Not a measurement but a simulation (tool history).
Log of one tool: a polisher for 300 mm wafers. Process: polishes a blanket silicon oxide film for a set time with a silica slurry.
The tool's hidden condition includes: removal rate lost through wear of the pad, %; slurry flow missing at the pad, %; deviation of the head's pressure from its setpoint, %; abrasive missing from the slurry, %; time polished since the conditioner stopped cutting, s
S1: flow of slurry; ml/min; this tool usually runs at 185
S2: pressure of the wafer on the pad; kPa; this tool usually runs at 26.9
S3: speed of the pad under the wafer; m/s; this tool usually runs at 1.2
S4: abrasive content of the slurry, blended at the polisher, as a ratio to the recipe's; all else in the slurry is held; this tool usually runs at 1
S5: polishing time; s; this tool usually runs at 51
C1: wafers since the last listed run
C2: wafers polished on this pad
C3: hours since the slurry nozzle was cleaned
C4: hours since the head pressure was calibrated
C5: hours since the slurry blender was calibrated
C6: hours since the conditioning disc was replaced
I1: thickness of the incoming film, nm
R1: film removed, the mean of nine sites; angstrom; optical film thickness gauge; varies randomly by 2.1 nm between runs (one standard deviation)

run    hour   S1    S2    S3    S4  S5    C1    C2     C3     C4     C5     C6      I1    R1
  1       0  185  26.9   1.2     1  51     0   505  425.3     61    246  229.4  1351.9  1492
         50  -- slurry blender recalibrated
  2    57.5  185  26.9   1.2     1  51   661  1167  482.8  118.5    7.5  286.9  1346.5  1473
  3    94.2  185  26.9   1.2     1  51   437  1605  519.5  155.2   44.2  323.6  1372.9  1416
  4   119.5  185  26.9   1.2   1.1  51   301  1907  544.8  180.5   69.5  348.9  1367.9  1548
  5   194.4  185  26.9   1.2   1.1  51   893  2800  619.7  255.4  144.4  423.8  1375.5  1553
      206.6  -- worn pad replaced by a new one
  6   259.6  185  26.9   1.2   1.1  51   729   632  684.9  320.6  209.6    489    1377  1556
      265.2  -- slurry nozzle cleaned
  7     285  185  22.8   1.2     1  51   291   923   19.8    346    235  514.4  1352.3  1204
      295.6  -- conditioning disc replaced and pad reconditioned
        298  -- head pressure recalibrated
  8     317  185  22.8   1.2     1  51   333  1257   51.8     19    267   21.4  1345.4  1140
      346.5  -- slurry blender recalibrated
  9   375.7  185  26.9   1.2     1  51   676  1933  110.5   77.7   29.2   80.1  1354.8  1337
      478.9  -- worn pad replaced by a new one
 10   528.7  185  26.9   1.2     1  51  1777   594  263.5  230.7  182.2  233.1  1374.2  1266
      621.5  -- head pressure recalibrated, repeated, since the last time left the tool worse
      655.6  -- slurry blender recalibrated
      695.7  -- conditioning disc replaced and pad reconditioned
 11   704.5  185  26.9   1.2     1  51  2025  2619  439.3     83   48.9    8.8    1395  1457
      769.4  -- worn pad replaced by a new one
 12   776.1  185  31.7  0.96     1  67   806    79  510.9  154.6  120.5   80.4  1377.1  2036
 13   801.7  185  26.9   1.2     1  51   305   385  536.5  180.2  146.1    106  1370.8  1460
      859.1  -- slurry nozzle cleaned
 14   865.8  185  26.9   1.2     1  51   752  1137    6.7  244.3  210.2  170.1  1386.4  1444
 15   937.7  185  26.9  0.92  1.15  44   857  1995   78.6  316.2  282.1    242  1360.7  1139
      961.8  -- head pressure recalibrated
      982.1  -- slurry blender recalibrated
 16  1003.7  185  35.2   1.2  1.15  39   739  2734  144.6   41.9   21.6    308  1369.5  1635
 17  1039.6  185  35.2   1.2  1.15  39   428  3163  180.5   77.8   57.5  343.9  1398.9  1571
       1051  -- worn pad replaced by a new one
 18  1083.1  185    20  1.46     1  41   471   382    224  121.3    101  387.4  1350.6   988
 19  1127.1  185  26.9   1.2     1  51   524   907    268  165.3    145  431.4  1355.4  1434
 20  1151.8  185  26.9   1.2     1  51   294  1201  292.7    190  169.7  456.1  1389.2  1462
 21  1190.8  185  36.5   1.2   0.9  65   465  1667  331.7    229  208.7  495.1  1385.1  2356
     1214.2  -- conditioning disc replaced and pad reconditioned
 22  1252.5  215  26.9   1.2  1.25  51   712  2379  393.4  290.7  270.4   38.3  1369.1  1673
     1307.1  -- worn pad replaced by a new one
     1321.5  -- slurry blender recalibrated
 23    1322  225  30.3  0.78   1.3  51   757   153  462.9  360.2    0.5  107.8  1383.4  1502

List, for all runs, the conditions of the tool that the log does not record:
removal rate lost through wear of the pad, %: 0 in every run
slurry flow missing at the pad, %: 0 in every run
abrasive missing from the slurry, %: 0 in every run
time polished since the conditioner stopped cutting, s: 0 in every run
H1: deviation of the head's pressure from its setpoint, %
run     H1
  1  -2.81
  2  -4.13
  3  -4.69
  4  -4.99
  5  -5.58
  6  -5.87
  7  -5.94
  8  -11.1
  9    -13
 10  -15.2
 11  -3.02
 12  -4.32
 13  -4.62
 14  -5.15
 15  -5.48
 16  -1.54
 17   -2.6
 18  -3.51
 19  -4.16
 20  -4.43
 21  -4.75
 22  -5.09
 23  -5.31
